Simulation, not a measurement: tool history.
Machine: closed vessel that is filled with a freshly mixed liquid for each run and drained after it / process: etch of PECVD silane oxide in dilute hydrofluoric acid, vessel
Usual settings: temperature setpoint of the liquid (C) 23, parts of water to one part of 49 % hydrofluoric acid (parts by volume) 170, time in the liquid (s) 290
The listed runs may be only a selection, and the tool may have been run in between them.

| run | hour | temperature setpoint of the liquid (C) | parts of water to one part of 49 % hydrofluoric acid (parts by volume) | time in the liquid (s) | read-back film thickness of the PECVD silane oxide reference wafer, read on the same gauge (nm) | thickness taken off the PECVD silane oxide on a monitor wafer (nm) |
|---|---|---|---|---|---|---|
| 1 | 0 | 20.5 | 170 | 290 | 50.01 | 24.3 |
|  | 4.9 | hydrofluoric acid flow meter replaced |
| 2 | 16.6 | 23 | 170 | 290 | 50.01 | 27.09 |
| 3 | 32.7 | 23 | 170 | 290 | 50.02 | 27.07 |
| 4 | 49.1 | 23 | 170 | 290 | 50 | 26.53 |
| 5 | 58.8 | 23 | 170 | 290 | 49.99 | 26.73 |
| 6 | 71.1 | 23 | 170 | 290 | 50.01 | 26.89 |
|  | 72.3 | thermometer replaced |
| 7 | 78.2 | 23 | 170 | 290 | 49.98 | 26.83 |
| 8 | 92.7 | 23 | 170 | 290 | 50 | 26.77 |
| 9 | 107.9 | 23 | 170 | 290 | 50 | 26.69 |
| 10 | 117.5 | 23 | 170 | 290 | 49.99 | 26.9 |
| 11 | 124.5 | 23 | 170 | 290 | 50 | 26.86 |
| 12 | 131.3 | 23 | 170 | 445 | 50 | 41.21 |
| 13 | 144.8 | 20 | 235 | 360 | 49.98 | 19.93 |
| 14 | 154.8 | 23 | 170 | 290 | 50.01 | 26.66 |
| 15 | 161.1 | 20.5 | 100 | 120 | 49.99 | 18.39 |
| 16 | 178.6 | 21.5 | 110 | 340 | 49.99 | 49.08 |
| 17 | 192.4 | 23 | 255 | 290 | 49.99 | 16.32 |
| 18 | 205.5 | 26.5 | 170 | 180 | 49.99 | 18.95 |
| 19 | 218.9 | 18.5 | 170 | 175 | 50 | 13.61 |
| 20 | 227.5 | 23 | 170 | 290 | 50 | 26.93 |
| 21 | 233.8 | 23 | 170 | 290 | 50.01 | 27 |
| 22 | 247.6 | 23 | 170 | 290 | 50.01 | 26.9 |
| 23 | 262.9 | 23 | 170 | 290 | 50.02 | 26.67 |
|  | 287.5 | gauge calibrated |
| 24 | 296.2 | 26.5 | 170 | 290 | 50.01 | 30.37 |
| 25 | 303.7 | 23 | 105 | 290 | 50.02 | 46.69 |
| 26 | 321.1 | 23 | 170 | 410 | 50 | 37.72 |
| 27 | 339.1 | 27 | 115 | 245 | 49.99 | 41.71 |
| 28 | 351.2 | 21.5 | 235 | 205 | 50.02 | 11.97 |
| 29 | 363.7 | 23 | 170 | 290 | 49.98 | 26.81 |
| 30 | 374.9 | 24.5 | 150 | 230 | 50.01 | 25.89 |
| 31 | 385.9 | 24.5 | 145 | 170 | 49.99 | 20.15 |
| 32 | 402.7 | 18.5 | 170 | 175 | 49.99 | 13.49 |
| 33 | 419.3 | 24.5 | 150 | 230 | 49.99 | 26.06 |

Run 34 has not been measured yet. What should we expect?
| 34 | 428.7 | 23 | 140 | 160 | ? | ? |

{"run 34": {"read-back film thickness of the PECVD silane oxide reference wafer, read on the same gauge (nm)": 50, "thickness taken off the PECVD silane oxide on a monitor wafer (nm)": 18.32}}
On a tool with no hidden condition, and with the same random variation, this run would have come out at thickness taken off the PECVD silane oxide on a monitor wafer (nm) 18.32.
